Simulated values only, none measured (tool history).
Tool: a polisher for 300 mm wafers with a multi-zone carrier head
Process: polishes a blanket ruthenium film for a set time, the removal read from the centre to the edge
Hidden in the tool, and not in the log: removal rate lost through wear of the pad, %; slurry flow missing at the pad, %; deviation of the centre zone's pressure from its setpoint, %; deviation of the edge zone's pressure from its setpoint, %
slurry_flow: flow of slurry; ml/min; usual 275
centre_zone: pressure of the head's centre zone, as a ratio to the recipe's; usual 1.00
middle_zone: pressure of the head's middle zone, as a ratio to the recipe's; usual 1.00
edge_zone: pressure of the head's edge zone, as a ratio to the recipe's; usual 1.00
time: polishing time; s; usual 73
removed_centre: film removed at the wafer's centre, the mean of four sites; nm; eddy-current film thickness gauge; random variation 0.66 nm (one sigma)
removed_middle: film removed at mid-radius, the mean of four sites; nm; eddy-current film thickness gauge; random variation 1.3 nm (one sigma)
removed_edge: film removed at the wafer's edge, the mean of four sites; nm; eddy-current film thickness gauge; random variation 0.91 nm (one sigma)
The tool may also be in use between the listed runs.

run,hour,slurry_flow,centre_zone,middle_zone,edge_zone,time,wafers since the last listed run,wafers polished on this pad,hours since the slurry nozzle was cleaned,hours since the centre zone pressure was calibrated,hours since the edge zone pressure was calibrated,hours since the carrier head's membrane was replaced,"incoming thickness of the incoming film, nm",removed_centre,removed_middle,removed_edge
1,0.0,275,1.10,1.00,1.00,73,0,2635,44.2,528.9,933.8,276.7,244.6,99.2,97.4,97.9
2,32.9,275,1.03,1.09,1.00,73,263,2898,77.1,561.8,966.7,309.6,240.3,94.4,100.4,97.7
3,66.9,225,0.94,1.00,1.00,73,272,3170,111.1,595.8,1000.7,343.6,240.9,84.7,92.0,96.8
4,102.9,275,0.90,1.03,0.93,73,288,3458,147.1,631.8,1036.7,379.6,240.4,83.8,94.6,98.4
# hour 121.3: worn pad replaced by a new one
5,131.8,325,0.93,0.95,0.95,73,199,83,176.0,660.7,1065.6,408.5,241.8,88.2,94.4,99.0
6,180.9,320,0.96,1.00,1.06,73,393,476,225.1,709.8,1114.7,457.6,239.0,90.5,97.6,99.7
7,229.1,355,0.88,1.04,1.00,73,385,862,273.3,758.0,1162.9,505.8,242.1,84.3,101.4,101.1
# hour 278.9: edge zone pressure recalibrated
8,290.3,275,1.00,1.00,1.00,73,473,1336,334.5,819.2,11.4,567.0,242.8,91.5,96.4,98.3
9,345.7,275,0.94,1.00,1.00,73,443,1780,389.9,874.6,66.8,622.4,238.5,86.5,97.3,97.7
10,371.9,275,1.00,1.00,1.00,83,209,1989,416.1,900.8,93.0,648.6,240.1,103.9,107.3,111.2
11,401.6,275,1.00,1.00,1.00,73,237,2227,445.8,930.5,122.7,678.3,242.1,90.8,97.3,98.6
12,465.0,275,1.00,0.93,1.00,49,507,2735,509.2,993.9,186.1,741.7,241.0,61.0,62.6,65.9
# hour 509.1: worn pad replaced by a new one
13,514.0,275,1.00,1.00,1.00,73,360,38,558.2,1042.9,235.1,790.7,241.0,91.9,95.5,97.1
14,568.6,325,1.06,1.00,1.00,51,437,475,612.8,1097.5,289.7,845.3,240.2,67.4,68.7,69.6
# hour 580.2: slurry nozzle cleaned
15,595.6,250,1.00,1.00,1.03,73,208,684,15.4,1124.5,316.7,872.3,239.9,90.8,94.5,98.7
16,628.7,275,1.00,0.96,1.00,73,264,949,48.5,1157.6,349.8,905.4,239.9,91.4,96.0,98.1

Forecast run 17:
# hour 753.9: centre zone pressure recalibrated
17,806.3,275,1.00,0.93,1.00,97,1405,2354,226.1,52.4,527.4,1083.0,238.7,?,?,?

removed_centre: 126.9 nm
removed_middle: 124.0 nm
removed_edge: 132.4 nm
Without the tool's hidden state the same run would have given removed_centre 128.6 nm, removed_middle 124.0 nm, removed_edge 132.4 nm.
